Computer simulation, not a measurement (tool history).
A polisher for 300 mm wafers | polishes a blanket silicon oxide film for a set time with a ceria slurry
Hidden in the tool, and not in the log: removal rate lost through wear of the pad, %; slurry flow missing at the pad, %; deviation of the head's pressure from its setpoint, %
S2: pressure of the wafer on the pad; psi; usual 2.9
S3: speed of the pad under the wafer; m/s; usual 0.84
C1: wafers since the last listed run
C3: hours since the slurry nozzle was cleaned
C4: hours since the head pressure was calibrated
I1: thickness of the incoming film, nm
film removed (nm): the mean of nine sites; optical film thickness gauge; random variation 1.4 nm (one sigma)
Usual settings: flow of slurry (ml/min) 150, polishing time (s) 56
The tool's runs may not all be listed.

{"run": 1, "hour": 0.0, "flow of slurry (ml/min)": 180, "S2": 2.9, "S3": 0.84, "polishing time (s)": 56, "C1": 0, "wafers polished on this pad": 487, "C3": 445.4, "C4": 505.8, "I1": 896.5, "film removed (nm)": 228.3}
{"run": 2, "hour": 35.7, "flow of slurry (ml/min)": 180, "S2": 2.9, "S3": 0.84, "polishing time (s)": 56, "C1": 206, "wafers polished on this pad": 693, "C3": 481.1, "C4": 541.5, "I1": 892.6, "film removed (nm)": 224.4}
{"run": 3, "hour": 42.8, "flow of slurry (ml/min)": 150, "S2": 2.2, "S3": 0.84, "polishing time (s)": 56, "C1": 41, "wafers polished on this pad": 734, "C3": 488.2, "C4": 548.6, "I1": 883.4, "film removed (nm)": 164.6}
{"run": 4, "hour": 61.5, "flow of slurry (ml/min)": 150, "S2": 2.2, "S3": 0.84, "polishing time (s)": 56, "C1": 108, "wafers polished on this pad": 842, "C3": 506.9, "C4": 567.3, "I1": 899.2, "film removed (nm)": 164.5}
{"run": 5, "hour": 71.2, "flow of slurry (ml/min)": 150, "S2": 2.9, "S3": 0.84, "polishing time (s)": 56, "C1": 56, "wafers polished on this pad": 898, "C3": 516.6, "C4": 577, "I1": 891.6, "film removed (nm)": 219.4}
{"run": 6, "hour": 81.9, "flow of slurry (ml/min)": 150, "S2": 3.3, "S3": 0.84, "polishing time (s)": 67, "C1": 61, "wafers polished on this pad": 960, "C3": 527.3, "C4": 587.7, "I1": 887.1, "film removed (nm)": 296.2}
{"run": 7, "hour": 88.6, "flow of slurry (ml/min)": 150, "S2": 3.3, "S3": 0.84, "polishing time (s)": 67, "C1": 38, "wafers polished on this pad": 999, "C3": 534, "C4": 594.4, "I1": 889.2, "film removed (nm)": 294.7}
{"run": 8, "hour": 103.7, "flow of slurry (ml/min)": 150, "S2": 3.3, "S3": 0.84, "polishing time (s)": 67, "C1": 87, "wafers polished on this pad": 1086, "C3": 549.1, "C4": 609.5, "I1": 885.9, "film removed (nm)": 293.3}
{"run": 9, "hour": 116.3, "flow of slurry (ml/min)": 150, "S2": 2.9, "S3": 0.84, "polishing time (s)": 56, "C1": 72, "wafers polished on this pad": 1159, "C3": 561.7, "C4": 622.1, "I1": 881.1, "film removed (nm)": 214.5}
{"run": 10, "hour": 133.8, "flow of slurry (ml/min)": 150, "S2": 2.9, "S3": 0.84, "polishing time (s)": 56, "C1": 101, "wafers polished on this pad": 1260, "C3": 579.2, "C4": 639.6, "I1": 895.9, "film removed (nm)": 214.5}
{"hour": 146.7, "done": "worn pad replaced by a new one"}
{"run": 11, "hour": 147.2, "flow of slurry (ml/min)": 150, "S2": 2.9, "S3": 0.84, "polishing time (s)": 56, "C1": 54, "wafers polished on this pad": 2, "C3": 592.6, "C4": 653, "I1": 878.2, "film removed (nm)": 213.9}
{"run": 12, "hour": 155.2, "flow of slurry (ml/min)": 165, "S2": 2.9, "S3": 0.84, "polishing time (s)": 56, "C1": 46, "wafers polished on this pad": 48, "C3": 600.6, "C4": 661, "I1": 878.7, "film removed (nm)": 216.1}
{"run": 13, "hour": 161.2, "flow of slurry (ml/min)": 150, "S2": 2.9, "S3": 0.84, "polishing time (s)": 56, "C1": 34, "wafers polished on this pad": 83, "C3": 606.6, "C4": 667, "I1": 898.6, "film removed (nm)": 216}
{"run": 14, "hour": 170.0, "flow of slurry (ml/min)": 150, "S2": 2.6, "S3": 0.84, "polishing time (s)": 56, "C1": 50, "wafers polished on this pad": 134, "C3": 615.4, "C4": 675.8, "I1": 894.1, "film removed (nm)": 192.6}
{"run": 15, "hour": 185.6, "flow of slurry (ml/min)": 105, "S2": 2.5, "S3": 1.12, "polishing time (s)": 40, "C1": 90, "wafers polished on this pad": 224, "C3": 631, "C4": 691.4, "I1": 888.4, "film removed (nm)": 163.9}
{"run": 16, "hour": 197.0, "flow of slurry (ml/min)": 150, "S2": 3.9, "S3": 0.96, "polishing time (s)": 56, "C1": 65, "wafers polished on this pad": 290, "C3": 642.4, "C4": 702.8, "I1": 900, "film removed (nm)": 326.7}
{"run": 17, "hour": 208.9, "flow of slurry (ml/min)": 150, "S2": 2.9, "S3": 0.84, "polishing time (s)": 56, "C1": 68, "wafers polished on this pad": 359, "C3": 654.3, "C4": 714.7, "I1": 892.5, "film removed (nm)": 212.4}
{"run": 18, "hour": 215.3, "flow of slurry (ml/min)": 175, "S2": 2.9, "S3": 0.84, "polishing time (s)": 75, "C1": 36, "wafers polished on this pad": 396, "C3": 660.7, "C4": 721.1, "I1": 874.2, "film removed (nm)": 290.7}
{"hour": 229.4, "done": "head pressure recalibrated"}
{"hour": 249.7, "done": "slurry nozzle cleaned"}
{"run": 19, "hour": 252.0, "flow of slurry (ml/min)": 150, "S2": 3.4, "S3": 0.84, "polishing time (s)": 47, "C1": 194, "wafers polished on this pad": 590, "C3": 2.3, "C4": 22.6, "I1": 890.2, "film removed (nm)": 225.1}
{"run": 20, "hour": 259.9, "flow of slurry (ml/min)": 150, "S2": 2.9, "S3": 0.84, "polishing time (s)": 56, "C1": 45, "wafers polished on this pad": 636, "C3": 10.2, "C4": 30.5, "I1": 881.3, "film removed (nm)": 228.6}
{"run": 21, "hour": 268.5, "flow of slurry (ml/min)": 150, "S2": 2.9, "S3": 0.64, "polishing time (s)": 49, "C1": 49, "wafers polished on this pad": 686, "C3": 18.8, "C4": 39.1, "I1": 901.8, "film removed (nm)": 154.2}
{"run": 22, "hour": 277.7, "flow of slurry (ml/min)": 150, "S2": 3.4, "S3": 0.84, "polishing time (s)": 71, "C1": 53, "wafers polished on this pad": 739, "C3": 28, "C4": 48.3, "I1": 901.6, "film removed (nm)": 342.2}
{"run": 23, "hour": 285.8, "flow of slurry (ml/min)": 150, "S2": 2.9, "S3": 0.84, "polishing time (s)": 44, "C1": 46, "wafers polished on this pad": 786, "C3": 36.1, "C4": 56.4, "I1": 897, "film removed (nm)": 180.8}
{"run": 24, "hour": 294.0, "flow of slurry (ml/min)": 150, "S2": 2.9, "S3": 0.84, "polishing time (s)": 56, "C1": 47, "wafers polished on this pad": 833, "C3": 44.3, "C4": 64.6, "I1": 892.2, "film removed (nm)": 231.4}
{"run": 25, "hour": 305.8, "flow of slurry (ml/min)": 125, "S2": 2.9, "S3": 0.84, "polishing time (s)": 37, "C1": 68, "wafers polished on this pad": 901, "C3": 56.1, "C4": 76.4, "I1": 888, "film removed (nm)": 148.4}
{"run": 26, "hour": 314.8, "flow of slurry (ml/min)": 185, "S2": 2.9, "S3": 0.84, "polishing time (s)": 68, "C1": 51, "wafers polished on this pad": 953, "C3": 65.1, "C4": 85.4, "I1": 876.6, "film removed (nm)": 285.7}
{"run": 27, "hour": 330.7, "flow of slurry (ml/min)": 150, "S2": 2.9, "S3": 0.84, "polishing time (s)": 56, "C1": 91, "wafers polished on this pad": 1045, "C3": 81, "C4": 101.3, "I1": 881.3, "film removed (nm)": 226.4}
{"run": 28, "hour": 341.6, "flow of slurry (ml/min)": 135, "S2": 2.9, "S3": 0.84, "polishing time (s)": 40, "C1": 62, "wafers polished on this pad": 1108, "C3": 91.9, "C4": 112.2, "I1": 878.6, "film removed (nm)": 161.2}
{"run": 29, "hour": 353.2, "flow of slurry (ml/min)": 165, "S2": 3.8, "S3": 0.76, "polishing time (s)": 56, "C1": 67, "wafers polished on this pad": 1175, "C3": 103.5, "C4": 123.8, "I1": 895.2, "film removed (nm)": 273.6}

Some steps in film removed (nm) between neighbouring runs. How much of each would the tool show without its hidden state too (settings, what came in, random variation), and how much is left for the hidden state, with any gauge scatter that isn't in both results?
Run 15 -> 16: flow of slurry (ml/min) 105 -> 150, S2 2.5 -> 3.9, S3 1.12 -> 0.96, polishing time (s) 40 -> 56. film removed (nm) +162.8: hidden state -10.9, all else +173.7.
Run 18 -> 19: flow of slurry (ml/min) 175 -> 150, S2 2.9 -> 3.4, polishing time (s) 75 -> 47, head pressure recalibrated, slurry nozzle cleaned. film removed (nm) -65.6: hidden state +22.7, all else -88.3.
Run 21 -> 22: S2 2.9 -> 3.4, S3 0.64 -> 0.84, polishing time (s) 49 -> 71. film removed (nm) +188: hidden state -0.9, all else +188.9.
